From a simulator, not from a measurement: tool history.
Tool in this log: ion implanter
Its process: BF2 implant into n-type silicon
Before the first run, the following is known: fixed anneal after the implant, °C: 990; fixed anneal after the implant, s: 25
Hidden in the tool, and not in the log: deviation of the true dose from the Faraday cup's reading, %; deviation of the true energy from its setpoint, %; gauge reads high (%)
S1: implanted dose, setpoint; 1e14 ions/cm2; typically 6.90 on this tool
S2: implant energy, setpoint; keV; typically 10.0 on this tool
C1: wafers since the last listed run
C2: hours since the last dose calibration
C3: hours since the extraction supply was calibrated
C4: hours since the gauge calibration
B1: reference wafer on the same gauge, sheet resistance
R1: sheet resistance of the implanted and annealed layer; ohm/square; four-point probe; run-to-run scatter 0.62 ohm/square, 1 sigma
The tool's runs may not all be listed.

| run | hour | S1 | S2 | C1 | C2 | C3 | C4 | B1 | R1 |
|---|---|---|---|---|---|---|---|---|---|
| 1 | 0.0 | 7.81 | 10.0 | 0 | 1206.0 | 2622.2 | 35.9 | 269.94 | 290.90 |
| 2 | 8.1 | 6.90 | 10.0 | 206 | 1214.1 | 2630.3 | 44.0 | 269.96 | 304.12 |
| 3 | 47.6 | 6.90 | 10.0 | 1006 | 1253.6 | 2669.8 | 83.5 | 270.03 | 303.80 |
| 4 | 58.7 | 6.90 | 10.0 | 282 | 1264.7 | 2680.9 | 94.6 | 269.92 | 303.38 |
| 5 | 69.8 | 6.90 | 12.0 | 282 | 1275.8 | 2692.0 | 105.7 | 270.00 | 286.53 |
| 6 | 82.7 | 6.90 | 12.0 | 328 | 1288.7 | 2704.9 | 118.6 | 269.96 | 285.92 |
| 7 | 96.4 | 6.90 | 10.0 | 348 | 1302.4 | 2718.6 | 132.3 | 270.02 | 303.63 |
|  | 114.1 | Faraday cup replaced and dose calibrated |
| 8 | 114.6 | 6.90 | 10.0 | 259 | 0.5 | 2736.8 | 150.5 | 270.07 | 299.29 |
| 9 | 120.9 | 6.90 | 10.0 | 160 | 6.8 | 2743.1 | 156.8 | 269.93 | 298.25 |
| 10 | 149.8 | 6.90 | 7.5 | 736 | 35.7 | 2772.0 | 185.7 | 270.09 | 327.23 |
| 11 | 166.0 | 6.90 | 12.5 | 412 | 51.9 | 2788.2 | 201.9 | 269.98 | 278.03 |
| 12 | 177.5 | 6.90 | 12.5 | 292 | 63.4 | 2799.7 | 213.4 | 270.13 | 278.67 |
| 13 | 191.2 | 8.83 | 12.0 | 348 | 77.1 | 2813.4 | 227.1 | 269.87 | 262.96 |
| 14 | 205.0 | 6.90 | 10.0 | 351 | 90.9 | 2827.2 | 240.9 | 269.91 | 299.73 |
| 15 | 211.5 | 6.90 | 10.0 | 165 | 97.4 | 2833.7 | 247.4 | 270.00 | 300.36 |
| 16 | 229.2 | 8.07 | 10.0 | 450 | 115.1 | 2851.4 | 265.1 | 270.00 | 286.62 |
| 17 | 239.6 | 4.86 | 10.0 | 264 | 125.5 | 2861.8 | 275.5 | 270.06 | 348.38 |
| 18 | 255.4 | 8.35 | 13.5 | 402 | 141.3 | 2877.6 | 291.3 | 270.11 | 256.87 |
| 19 | 266.7 | 8.29 | 9.0 | 287 | 152.6 | 2888.9 | 302.6 | 270.05 | 294.22 |
| 20 | 275.0 | 6.15 | 9.0 | 211 | 160.9 | 2897.2 | 310.9 | 270.06 | 324.23 |
| 21 | 291.6 | 6.90 | 10.0 | 422 | 177.5 | 2913.8 | 327.5 | 269.98 | 300.48 |
| 22 | 326.2 | 6.90 | 13.5 | 881 | 212.1 | 2948.4 | 362.1 | 269.98 | 273.32 |
| 23 | 333.0 | 6.90 | 10.0 | 173 | 218.9 | 2955.2 | 368.9 | 270.06 | 299.46 |
|  | 342.4 | extraction supply calibrated |
| 24 | 342.7 | 7.73 | 8.0 | 43 | 228.6 | 0.3 | 378.6 | 270.01 | 311.16 |
| 25 | 358.6 | 6.90 | 10.0 | 405 | 244.5 | 16.2 | 394.5 | 270.06 | 300.59 |
| 26 | 375.3 | 6.02 | 10.0 | 425 | 261.2 | 32.9 | 411.2 | 270.05 | 317.95 |
|  | 381.8 | gauge calibrated |
| 27 | 389.6 | 6.90 | 10.0 | 364 | 275.5 | 47.2 | 7.8 | 269.92 | 301.35 |
| 28 | 406.8 | 6.90 | 10.0 | 438 | 292.7 | 64.4 | 25.0 | 269.95 | 301.08 |
| 29 | 421.4 | 8.92 | 7.5 | 371 | 307.3 | 79.0 | 39.6 | 269.91 | 304.32 |
| 30 | 434.4 | 5.98 | 13.5 | 331 | 320.3 | 92.0 | 52.6 | 270.04 | 289.80 |
| 31 | 442.9 | 5.01 | 10.0 | 216 | 328.8 | 100.5 | 61.1 | 269.99 | 344.44 |
| 32 | 494.1 | 7.42 | 11.0 | 1304 | 380.0 | 151.7 | 112.3 | 269.96 | 285.37 |
| 33 | 510.3 | 6.90 | 11.0 | 412 | 396.2 | 167.9 | 128.5 | 270.00 | 291.53 |
| 34 | 525.5 | 8.35 | 13.5 | 387 | 411.4 | 183.1 | 143.7 | 269.90 | 257.23 |
| 35 | 537.1 | 5.68 | 10.0 | 295 | 423.0 | 194.7 | 155.3 | 269.95 | 326.00 |
| 36 | 550.5 | 6.90 | 10.0 | 341 | 436.4 | 208.1 | 168.7 | 270.00 | 302.06 |

Predict each of these 5 candidate next runs independently; none follows another, all start after run 36:
| A | 550.9 | 6.33 | 10.0 | 10 | 436.8 | 208.5 | 169.1 | ? | ? |
| B | 550.9 | 5.25 | 13.5 | 10 | 436.8 | 208.5 | 169.1 | ? | ? |
| C | 550.9 | 5.86 | 8.5 | 10 | 436.8 | 208.5 | 169.1 | ? | ? |
| D | 550.9 | 5.23 | 13.0 | 10 | 436.8 | 208.5 | 169.1 | ? | ? |
| E | 550.9 | 8.73 | 13.5 | 10 | 436.8 | 208.5 | 169.1 | ? | ? |

| run | B1 | R1 |
|---|---|---|
| A | 270.00 | 312.93 |
| B | 270.00 | 310.44 |
| C | 270.00 | 339.98 |
| D | 270.00 | 314.48 |
| E | 270.00 | 255.80 |
With no hidden state in the tool, these same runs would have given:
| run | R1 |
|---|---|
| A | 308.89 |
| B | 305.25 |
| C | 335.06 |
| D | 309.25 |
| E | 253.54 |
